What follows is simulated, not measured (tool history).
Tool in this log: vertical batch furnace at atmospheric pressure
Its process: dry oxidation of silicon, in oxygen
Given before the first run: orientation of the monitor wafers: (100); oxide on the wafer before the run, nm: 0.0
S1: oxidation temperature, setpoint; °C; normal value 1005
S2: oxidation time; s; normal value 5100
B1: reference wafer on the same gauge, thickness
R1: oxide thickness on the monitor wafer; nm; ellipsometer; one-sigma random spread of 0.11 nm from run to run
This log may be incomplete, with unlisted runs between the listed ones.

run 1 hour=0 | S1=1005 S2=5760 | B1=76.35 | R1=71.3
run 2 hour=23.2 | S1=1005 S2=6450 | B1=76.42 | R1=77.17
run 3 hour=58.3 | S1=1005 S2=6450 | B1=76.42 | R1=77.12
run 4 hour=85 | S1=1005 S2=5100 | B1=76.43 | R1=65.8
run 5 hour=106.2 | S1=1005 S2=5100 | B1=76.4 | R1=65.83
run 6 hour=118.4 | S1=1005 S2=5100 | B1=76.42 | R1=65.8
run 7 hour=130.6 | S1=1005 S2=5100 | B1=76.39 | R1=65.73
run 8 hour=161.3 | S1=1005 S2=5100 | B1=76.44 | R1=65.66
run 9 hour=195.8 | S1=1005 S2=5100 | B1=76.46 | R1=65.77
run 10 hour=212.5 | S1=1005 S2=5100 | B1=76.4 | R1=65.95
run 11 hour=235.2 | S1=1005 S2=6150 | B1=76.38 | R1=74.74
run 12 hour=255.2 | S1=1005 S2=6150 | B1=76.34 | R1=74.71
run 13 hour=274.3 | S1=1005 S2=6150 | B1=76.47 | R1=74.72
run 14 hour=290.8 | S1=990 S2=5100 | B1=76.41 | R1=56.71
run 15 hour=320.3 | S1=990 S2=5100 | B1=76.36 | R1=56.56
run 16 hour=334.8 | S1=990 S2=5100 | B1=76.38 | R1=56.8
run 17 hour=363.3 | S1=994 S2=5100 | B1=76.4 | R1=59.08
run 18 hour=392.3 | S1=990 S2=5100 | B1=76.37 | R1=56.83
run 19 hour=434.1 | S1=1005 S2=5100 | B1=76.39 | R1=63.32
run 20 hour=441 | S1=1005 S2=5100 | B1=76.36 | R1=63.11
run 21 hour=462.8 | S1=988 S2=5100 | B1=76.42 | R1=53.59
run 22 hour=481.1 | S1=985 S2=6690 | B1=76.39 | R1=63.23
run 23 hour=587.2 | S1=985 S2=6870 | B1=76.41 | R1=64.6
run 24 hour=605.7 | S1=997 S2=7500 | B1=76.38 | R1=76.59
run 25 hour=620 | S1=1005 S2=6450 | B1=76.41 | R1=74.58
run 26 hour=653.2 | S1=988 S2=4350 | B1=76.41 | R1=50.27
run 27 hour=658.6 | S1=997 S2=6030 | B1=76.35 | R1=68.78
run 28 hour=681.8 | S1=1005 S2=5100 | B1=76.35 | R1=66.11
run 29 hour=693.9 | S1=1005 S2=5100 | B1=76.42 | R1=66.1
run 30 hour=717 | S1=1027 S2=4290 | B1=76.41 | R1=72.32
run 31 hour=745.3 | S1=990 S2=5100 | B1=76.44 | R1=57.01
run 32 hour=772.1 | S1=1015 S2=3180 | B1=76.4 | R1=53.31
run 33 hour=802.3 | S1=1026 S2=7350 | B1=76.4 | R1=102.5
run 34 hour=832.9 | S1=981 S2=3600 | B1=76.43 | R1=41.59

Withheld: 3 entries from between the runs. Position of each, and hidden state at the listed run before versus the listed run after:
Between runs 13 and 14: gauge calibrated (hour 285.1)
  true tube temperature minus thermocouple reading, K: 4.53 -> 4.54; monitor wafer colder than the profiled boat position, K: 4.12 -> 4.13
  measured less the result without the state, R1: +0.29 -> +0.22 nm
Between runs 18 and 19: thermocouples replaced and temperature profile calibrated (hour 433.6)
  true tube temperature minus thermocouple reading, K: 4.55 -> 0.353; monitor wafer colder than the profiled boat position, K: 4.14 -> 4.15
  measured less the result without the state, R1: +0.23 -> -2.39 nm
Between runs 25 and 26: boat lift adjusted (hour 652.7)
  true tube temperature minus thermocouple reading, K: 1.02 -> 1.12; monitor wafer colder than the profiled boat position, K: 4.18 -> 0.165
  measured less the result without the state, R1: -2.3 -> +0.46 nm

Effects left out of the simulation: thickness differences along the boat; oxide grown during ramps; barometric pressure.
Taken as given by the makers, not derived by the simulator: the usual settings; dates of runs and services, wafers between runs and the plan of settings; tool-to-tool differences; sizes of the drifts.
